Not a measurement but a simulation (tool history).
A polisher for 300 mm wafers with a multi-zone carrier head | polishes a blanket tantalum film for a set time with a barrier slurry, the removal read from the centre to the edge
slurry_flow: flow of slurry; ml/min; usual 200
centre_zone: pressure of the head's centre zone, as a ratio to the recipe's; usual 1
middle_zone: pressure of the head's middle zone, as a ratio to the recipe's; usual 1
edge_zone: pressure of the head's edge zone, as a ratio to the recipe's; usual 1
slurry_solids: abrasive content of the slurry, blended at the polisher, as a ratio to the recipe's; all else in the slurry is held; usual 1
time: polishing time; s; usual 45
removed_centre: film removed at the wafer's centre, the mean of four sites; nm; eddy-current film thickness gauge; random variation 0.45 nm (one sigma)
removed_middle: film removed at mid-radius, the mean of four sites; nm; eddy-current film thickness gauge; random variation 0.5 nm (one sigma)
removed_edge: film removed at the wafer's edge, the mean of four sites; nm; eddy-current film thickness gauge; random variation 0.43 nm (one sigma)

run   hour  slurry_flow  centre_zone  middle_zone  edge_zone  slurry_solids  time  wafers since the last listed run  wafers polished on this pad  hours since the slurry nozzle was cleaned  hours since the centre zone pressure was calibrated  hours since the edge zone pressure was calibrated  hours since the carrier head's membrane was replaced  incoming thickness of the incoming film, nm  removed_centre  removed_middle  removed_edge
  1      0          200            1            1          1              1    55                                 0                           58                                      788.1                                               1037.8                                              239.9                                                1176.7                                        372.6              55            55.4          56.2
  2   16.2          200            1            1          1              1    55                               214                          273                                      804.3                                                 1054                                              256.1                                                1192.9                                        372.8            50.9            52.8          54.7
  3   33.4          200            1            1          1              1    55                               228                          501                                      821.5                                               1071.2                                              273.3                                                1210.1                                        368.2            50.5            50.6          52.4
  4   48.8          200            1            1          1              1    45                               204                          705                                      836.9                                               1086.6                                              288.7                                                1225.5                                        375.2            41.1            40.9          42.8
      58.8  -- worn pad replaced by a new one, of another model than before
      65.2  -- carrier head's membrane replaced by a new one
  5   65.7          200            1            1          1              1    45                               104                           25                                      853.8                                               1103.5                                              305.6                                                   0.5                                        370.3            43.8            44.9          45.6
        96  -- slurry nozzle cleaned
     111.7  -- edge zone pressure recalibrated
  6  116.7          200            1            1          1              1    45                               636                          661                                       20.7                                               1154.5                                                  5                                                  51.5                                        368.8            39.9              42          42.5
     126.9  -- worn pad replaced by a new one
  7  127.3          200            1            1          1              1    45                                87                            5                                       31.3                                               1165.1                                               15.6                                                  62.1                                        372.6            44.4            45.9          46.3
  8  136.2          200            1            1          1              1    37                               117                          123                                       40.2                                                 1174                                               24.5                                                    71                                        365.3            35.5            36.6          36.7
  9  145.3          200            1            1          1              1    45                               120                          244                                       49.3                                               1183.1                                               33.6                                                  80.1                                        369.7            42.2            43.2          44.2
 10  154.2          200         0.91         0.95       0.93              1    33                               117                          362                                       58.2                                                 1192                                               42.5                                                    89                                        371.5            27.7            29.8          30.6
 11  192.8          155            1            1       1.09            0.9    45                               511                          873                                       96.8                                               1230.6                                               81.1                                                 127.6                                          368            36.9            39.5          41.9
     204.7  -- worn pad replaced by a new one
 12  205.2          200            1            1       1.09              1    45                               111                            6                                      109.2                                                 1243                                               93.5                                                   140                                        371.3            45.9            47.1          49.6
 13    221          200            1            1       0.96              1    31                               209                          216                                        125                                               1258.8                                              109.3                                                 155.8                                          377            30.1            30.3          30.1
     229.4  -- centre zone pressure recalibrated
 14  238.4          200         1.04         1.08       0.91            1.2    45                               204                          420                                      142.4                                                    9                                              126.7                                                 173.2                                        367.6            45.2            47.6          43.9
 15  246.9          200            1            1          1              1    45                               112                          532                                      150.9                                                 17.5                                              135.2                                                 181.7                                        371.1            41.6            42.5          43.1
 16  266.8          250         0.96            1          1            1.3    45                               263                          796                                      170.8                                                 37.4                                              155.1                                                 201.6                                        363.9            42.8            46.9          46.5
 17    273          200            1            1          1              1    55                                82                          878                                        177                                                 43.6                                              161.3                                                 207.8                                        363.4            51.1            51.5          51.7
     283.6  -- worn pad replaced by a new one
 18  287.8          200            1            1          1              1    45                               143                           55                                      191.8                                                 58.4                                              176.1                                                 222.6                                        364.4              45            46.2          46.8
 19  304.2          200         1.05            1          1            1.1    45                               217                          273                                      208.2                                                 74.8                                              192.5                                                   239                                        367.6            45.7            44.8          46.1
 20  317.5          200            1            1          1              1    45                               176                          449                                      221.5                                                 88.1                                              205.8                                                 252.3                                        372.7              41            43.2          43.9

Forecast each of these 5 alternatives for the next run:
  A  317.9          200            1            1          1              1    45                                 5                          454                                      221.9                                                 88.5                                              206.2                                                 252.7                                        363.9               ?               ?             ?
  B  317.9          200            1         0.94        1.1           1.15    56                                 5                          454                                      221.9                                                 88.5                                              206.2                                                 252.7                                        363.9               ?               ?             ?
  C  317.9          200         1.11            1       1.08           0.75    45                                 5                          454                                      221.9                                                 88.5                                              206.2                                                 252.7                                        363.9               ?               ?             ?
  D  317.9          200          1.1            1          1           0.75    45                                 5                          454                                      221.9                                                 88.5                                              206.2                                                 252.7                                        363.9               ?               ?             ?
  E  317.9          200            1         0.92          1              1    45                                 5                          454                                      221.9                                                 88.5                                              206.2                                                 252.7                                        363.9               ?               ?             ?

run  removed_centre  removed_middle  removed_edge
  A            41.6            42.4          43.7
  B            53.5            51.9            59
  C            42.7            39.2          41.9
  D            42.3            39.2          40.3
  E            41.6            39.6          43.7
Without the tool's hidden state the same runs would have given:
run  removed_centre  removed_middle  removed_edge
  A            45.5            46.4          47.8
  B            58.6            56.8          64.6
  C            46.7            42.9          45.9
  D            46.3            42.9          44.2
  E            45.5            43.3          47.8
